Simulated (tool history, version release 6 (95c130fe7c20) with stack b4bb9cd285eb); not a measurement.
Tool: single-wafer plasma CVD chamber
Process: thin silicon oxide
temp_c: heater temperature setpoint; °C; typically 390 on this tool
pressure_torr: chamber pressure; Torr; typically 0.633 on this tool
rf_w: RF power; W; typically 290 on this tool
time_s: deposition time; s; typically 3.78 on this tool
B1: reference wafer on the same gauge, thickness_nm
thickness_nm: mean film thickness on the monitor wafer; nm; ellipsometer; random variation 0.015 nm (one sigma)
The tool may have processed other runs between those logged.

run 1 day=0.000 | temp_c=390 pressure_torr=0.633 rf_w=290 time_s=3.78 | B1=6.646 | thickness_nm=5.434
run 2 day=0.367 | temp_c=390 pressure_torr=0.633 rf_w=290 time_s=3.78 | B1=6.650 | thickness_nm=5.441
run 3 day=0.967 | temp_c=390 pressure_torr=0.633 rf_w=290 time_s=3.78 | B1=6.648 | thickness_nm=5.415
run 4 day=1.338 | temp_c=390 pressure_torr=0.633 rf_w=290 time_s=3.78 | B1=6.655 | thickness_nm=5.423
-- day=1.846 capacitance manometer re-zeroed and calibrated
run 5 day=2.771 | temp_c=390 pressure_torr=0.633 rf_w=290 time_s=3.78 | B1=6.646 | thickness_nm=5.432
run 6 day=3.475 | temp_c=390 pressure_torr=0.633 rf_w=290 time_s=3.78 | B1=6.646 | thickness_nm=5.418
run 7 day=4.158 | temp_c=390 pressure_torr=0.633 rf_w=290 time_s=3.78 | B1=6.653 | thickness_nm=5.402
run 8 day=4.750 | temp_c=390 pressure_torr=0.633 rf_w=290 time_s=3.78 | B1=6.648 | thickness_nm=5.418
run 9 day=5.204 | temp_c=390 pressure_torr=0.633 rf_w=290 time_s=3.78 | B1=6.651 | thickness_nm=5.431
-- day=5.812 gauge calibrated
run 10 day=5.958 | temp_c=390 pressure_torr=0.633 rf_w=290 time_s=3.78 | B1=6.651 | thickness_nm=5.410
run 11 day=6.704 | temp_c=402 pressure_torr=0.752 rf_w=250 time_s=3.29 | B1=6.646 | thickness_nm=4.902
run 12 day=7.162 | temp_c=390 pressure_torr=0.527 rf_w=255 time_s=3.78 | B1=6.647 | thickness_nm=4.567
run 13 day=7.571 | temp_c=390 pressure_torr=0.633 rf_w=320 time_s=3.78 | B1=6.651 | thickness_nm=5.624
run 14 day=8.133 | temp_c=390 pressure_torr=0.633 rf_w=290 time_s=3.78 | B1=6.656 | thickness_nm=5.404
-- day=8.542 thermocouple changed; heater temperature recalibrated
-- day=8.700 showerhead replaced
run 15 day=8.721 | temp_c=390 pressure_torr=0.584 rf_w=245 time_s=3.78 | B1=6.653 | thickness_nm=4.734
run 16 day=8.979 | temp_c=390 pressure_torr=0.776 rf_w=290 time_s=3.03 | B1=6.646 | thickness_nm=4.933
run 17 day=9.646 | temp_c=382 pressure_torr=0.504 rf_w=345 time_s=3.78 | B1=6.656 | thickness_nm=5.075
run 18 day=10.375 | temp_c=394 pressure_torr=0.633 rf_w=290 time_s=3.78 | B1=6.651 | thickness_nm=5.384
run 19 day=10.658 | temp_c=390 pressure_torr=0.759 rf_w=255 time_s=3.78 | B1=6.649 | thickness_nm=5.730
-- day=11.308 RF generator calibrated
run 20 day=11.475 | temp_c=390 pressure_torr=0.633 rf_w=255 time_s=3.78 | B1=6.654 | thickness_nm=5.277
run 21 day=12.171 | temp_c=390 pressure_torr=0.724 rf_w=290 time_s=4.46 | B1=6.645 | thickness_nm=7.156
run 22 day=12.829 | temp_c=377 pressure_torr=0.633 rf_w=235 time_s=4.02 | B1=6.646 | thickness_nm=5.422
run 23 day=13.142 | temp_c=390 pressure_torr=0.768 rf_w=290 time_s=3.78 | B1=6.654 | thickness_nm=6.320
run 24 day=13.846 | temp_c=382 pressure_torr=0.747 rf_w=265 time_s=3.39 | B1=6.642 | thickness_nm=5.395
run 25 day=14.217 | temp_c=390 pressure_torr=0.633 rf_w=290 time_s=3.78 | B1=6.649 | thickness_nm=5.550
run 26 day=14.675 | temp_c=390 pressure_torr=0.633 rf_w=290 time_s=3.31 | B1=6.645 | thickness_nm=4.868

The next listed run, before its measurement:
run 27 day=15.412 | temp_c=390 pressure_torr=0.633 rf_w=290 time_s=3.78 | B1=? | thickness_nm=?

{"run 27": {"B1": 6.649, "thickness_nm": 5.576}}
Take away the tool's hidden state, keep the run-to-run variation as it was, and the same run would have given thickness_nm 5.624 nm.
